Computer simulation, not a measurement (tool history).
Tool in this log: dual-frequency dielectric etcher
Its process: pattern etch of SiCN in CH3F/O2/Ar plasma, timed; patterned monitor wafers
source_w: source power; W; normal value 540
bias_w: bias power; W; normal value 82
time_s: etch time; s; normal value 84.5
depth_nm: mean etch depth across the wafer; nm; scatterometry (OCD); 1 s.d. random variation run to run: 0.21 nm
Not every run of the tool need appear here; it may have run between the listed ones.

run   hour  source_w  bias_w  time_s  read-back reference wafer on the same gauge, depth_nm  depth_nm
  1    0.0       540      82    84.5                                                  51.12     43.70
  2   21.2       540      82    84.5                                                  51.07     43.40
  3   46.2       540      82    84.5                                                  51.11     43.22
  4   74.5       540      82   102.0                                                  51.11     52.79
  5  108.5       540      95    84.5                                                  51.06     47.54
  6  123.1       540      82    84.5                                                  51.10     43.47
  7  199.4       540      82    84.5                                                  51.07     43.53
  8  219.1       540      82    84.5                                                  51.07     43.40
  9  241.6       540      82    84.5                                                  51.06     43.16
 10  262.7       540      82    84.5                                                  51.13     43.67
 11  296.2       470      97    91.5                                                  51.14     49.52
 12  330.8       540      69    84.5                                                  51.11     39.48
 13  383.7       540      97   100.0                                                  51.09     56.77
 14  389.1       500      95    59.5                                                  51.04     32.46
 15  410.0       540      82    84.5                                                  51.07     43.50
 16  429.9       480      82    96.5                                                  51.13     47.76
 17  461.8       540      69    84.5                                                  51.06     39.39
 18  476.5       540      98    84.5                                                  51.12     47.69
 19  489.7       540      82    95.5                                                  51.12     48.99

Removed from this log: 5 entries logged between the listed runs. Between which two listed runs does each belong, and how does the tool's hidden state at the listed run before it compare with that at the listed run after it?
Between runs 6 and 7: gauge calibrated (hour 149.4); upper electrode replaced (hour 196.6)
  the hidden state is the same at both runs
Between runs 12 and 13: source power generator calibrated (hour 341.8); bias power generator calibrated (hour 380.8); wet clean of the chamber (hour 383.2)
  the hidden state is the same at both runs

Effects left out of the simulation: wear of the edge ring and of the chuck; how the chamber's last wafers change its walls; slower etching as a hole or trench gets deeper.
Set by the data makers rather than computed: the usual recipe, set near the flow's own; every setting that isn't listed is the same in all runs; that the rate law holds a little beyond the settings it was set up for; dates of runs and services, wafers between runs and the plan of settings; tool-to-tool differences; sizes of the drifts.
